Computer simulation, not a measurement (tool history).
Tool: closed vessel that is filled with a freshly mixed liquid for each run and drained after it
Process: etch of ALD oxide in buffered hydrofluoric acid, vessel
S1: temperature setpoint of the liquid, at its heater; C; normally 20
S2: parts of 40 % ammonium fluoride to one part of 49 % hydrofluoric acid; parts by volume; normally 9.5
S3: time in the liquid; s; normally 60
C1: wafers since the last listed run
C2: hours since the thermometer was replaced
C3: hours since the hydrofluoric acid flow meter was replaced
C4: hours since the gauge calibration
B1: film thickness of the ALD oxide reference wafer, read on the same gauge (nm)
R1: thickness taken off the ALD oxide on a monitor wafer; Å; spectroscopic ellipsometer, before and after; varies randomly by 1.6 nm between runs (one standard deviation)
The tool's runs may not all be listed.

run	hour	S1	S2	S3	C1	C2	C3	C4	B1	R1
1	0	20	9.5	60	0	436.3	1260.2	632.8	139.98	2169.2
2	98.8	20	9.5	60	12336	535.1	1359	731.6	140	2178.9
3	194.9	20	9.5	60	11998	631.2	1455.1	827.7	140.01	2190.1
# hour 450.5: hydrofluoric acid flow meter replaced
4	466.1	20	9.5	60	33737	902.4	15.6	1098.9	140.02	1975.9
5	508.5	20	9.5	60	5294	944.8	58	1141.3	139.99	2003.2
6	577	20	9.5	60	8552	1013.3	126.5	1209.8	140	2010.3
7	682.3	20	9.5	40	13147	1118.6	231.8	1315.1	140.01	1334.4
8	769.5	20	9.5	60	10887	1205.8	319	1402.3	140	2024.2
# hour 778.3: thermometer replaced
9	838.3	20	9.5	60	8465	60	387.8	1471.1	139.98	2036
10	891.6	20	12	60	6655	113.3	441.1	1524.4	139.99	1693.7
11	939.1	20	9.5	60	5930	160.8	488.6	1571.9	140.01	2033.4
12	1019	20	9.5	60	9976	240.7	568.5	1651.8	140	2042.4
13	1063.9	20	9.5	60	5606	285.6	613.4	1696.7	139.99	2036.3
14	1165.7	22	10.5	60	12710	387.4	715.2	1798.5	140	2166.5
15	1235.3	20	9.5	60	8690	457	784.8	1868.1	139.99	2093.4
16	1419.7	20	7.5	45	23024	641.4	969.2	2052.5	140.01	2016.1
17	1485.3	20	13.5	30	8190	707	1034.8	2118.1	140.01	778.6
18	1569.5	17	6.5	60	10513	791.2	1119	2202.3	140.01	2622.8
19	1672.6	24.5	13	85	12873	894.3	1222.1	2305.4	140.01	2970.7
# hour 1722.7: gauge calibrated
20	1730.9	20	7.5	45	7279	952.6	1280.4	8.2	139.99	2078.8
21	1771.8	22	6.5	85	5106	993.5	1321.3	49.1	139.99	4993.2

Expected results for the next run?
22	1877.9	20	6	70	13247	1099.6	1427.4	155.2	?	?

Run 22 measured B1 139.99, R1 3915.2 Å.
On a tool with no hidden condition, and with the same random variation, this run would have come out at R1 3586.3 Å.
